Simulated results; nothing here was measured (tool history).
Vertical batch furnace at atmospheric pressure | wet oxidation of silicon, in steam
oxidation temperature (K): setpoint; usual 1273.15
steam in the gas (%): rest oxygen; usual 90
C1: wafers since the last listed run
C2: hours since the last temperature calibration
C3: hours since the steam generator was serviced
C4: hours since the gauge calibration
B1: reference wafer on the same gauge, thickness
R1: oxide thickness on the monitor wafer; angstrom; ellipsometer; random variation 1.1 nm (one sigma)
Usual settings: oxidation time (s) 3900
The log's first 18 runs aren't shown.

run 19 hour=1258.8 | oxidation_temperature_(K)=1284.15 oxidation_time_(s)=3150 steam_in_the_gas_(%)=86 | C1=917 C2=335.7 C3=1547.1 C4=1530.5 | B1=356.13 | R1=3568.2
-- hour=1376.1 steam generator serviced
-- hour=1451.7 gauge calibrated
run 20 hour=1558.6 | oxidation_temperature_(K)=1273.15 oxidation_time_(s)=3900 steam_in_the_gas_(%)=90 | C1=5895 C2=635.5 C3=182.5 C4=106.9 | B1=355.90 | R1=3970.6
run 21 hour=1620.7 | oxidation_temperature_(K)=1273.15 oxidation_time_(s)=3900 steam_in_the_gas_(%)=90 | C1=1327 C2=697.6 C3=244.6 C4=169.0 | B1=356.03 | R1=3966.0
run 22 hour=1666.8 | oxidation_temperature_(K)=1286.15 oxidation_time_(s)=3900 steam_in_the_gas_(%)=90 | C1=985 C2=743.7 C3=290.7 C4=215.1 | B1=355.80 | R1=4349.6
run 23 hour=1740.3 | oxidation_temperature_(K)=1286.15 oxidation_time_(s)=3900 steam_in_the_gas_(%)=90 | C1=1571 C2=817.2 C3=364.2 C4=288.6 | B1=355.96 | R1=4351.6
run 24 hour=1837.7 | oxidation_temperature_(K)=1265.15 oxidation_time_(s)=4980 steam_in_the_gas_(%)=90 | C1=2082 C2=914.6 C3=461.6 C4=386.0 | B1=355.81 | R1=4444.8
run 25 hour=1916.7 | oxidation_temperature_(K)=1273.15 oxidation_time_(s)=3900 steam_in_the_gas_(%)=90 | C1=1688 C2=993.6 C3=540.6 C4=465.0 | B1=356.15 | R1=3985.6
run 26 hour=1971.6 | oxidation_temperature_(K)=1273.15 oxidation_time_(s)=3900 steam_in_the_gas_(%)=90 | C1=1173 C2=1048.5 C3=595.5 C4=519.9 | B1=355.64 | R1=3998.9
run 27 hour=2041.1 | oxidation_temperature_(K)=1273.15 oxidation_time_(s)=3900 steam_in_the_gas_(%)=84 | C1=1485 C2=1118.0 C3=665.0 C4=589.4 | B1=355.87 | R1=3832.5
run 28 hour=2116.8 | oxidation_temperature_(K)=1249.15 oxidation_time_(s)=3900 steam_in_the_gas_(%)=97 | C1=1618 C2=1193.7 C3=740.7 C4=665.1 | B1=355.90 | R1=3520.4
run 29 hour=2220.6 | oxidation_temperature_(K)=1273.15 oxidation_time_(s)=3900 steam_in_the_gas_(%)=90 | C1=2218 C2=1297.5 C3=844.5 C4=768.9 | B1=356.05 | R1=4006.3
run 30 hour=2265.0 | oxidation_temperature_(K)=1253.15 oxidation_time_(s)=2550 steam_in_the_gas_(%)=97 | C1=949 C2=1341.9 C3=888.9 C4=813.3 | B1=356.06 | R1=2662.7
run 31 hour=2312.2 | oxidation_temperature_(K)=1273.15 oxidation_time_(s)=1980 steam_in_the_gas_(%)=86 | C1=1009 C2=1389.1 C3=936.1 C4=860.5 | B1=355.70 | R1=2405.9
run 32 hour=2413.2 | oxidation_temperature_(K)=1261.15 oxidation_time_(s)=3060 steam_in_the_gas_(%)=84 | C1=2159 C2=1490.1 C3=1037.1 C4=961.5 | B1=356.32 | R1=2952.3

Forecast each of these 3 alternatives for the next run:
run A hour=2417.2 | oxidation_temperature_(K)=1273.15 oxidation_time_(s)=3900 steam_in_the_gas_(%)=90 | C1=85 C2=1494.1 C3=1041.1 C4=965.5 | B1=? | R1=?
run B hour=2417.2 | oxidation_temperature_(K)=1273.15 oxidation_time_(s)=2190 steam_in_the_gas_(%)=90 | C1=85 C2=1494.1 C3=1041.1 C4=965.5 | B1=? | R1=?
run C hour=2417.2 | oxidation_temperature_(K)=1263.15 oxidation_time_(s)=3900 steam_in_the_gas_(%)=90 | C1=85 C2=1494.1 C3=1041.1 C4=965.5 | B1=? | R1=?

run=A B1=355.89 R1=4023.5
run=B B1=355.89 R1=2688.6
run=C B1=355.89 R1=3742.2
Without the tool's hidden state the same runs would have given:
run=A R1=3913.0
run=B R1=2602.8
run=C R1=3632.3
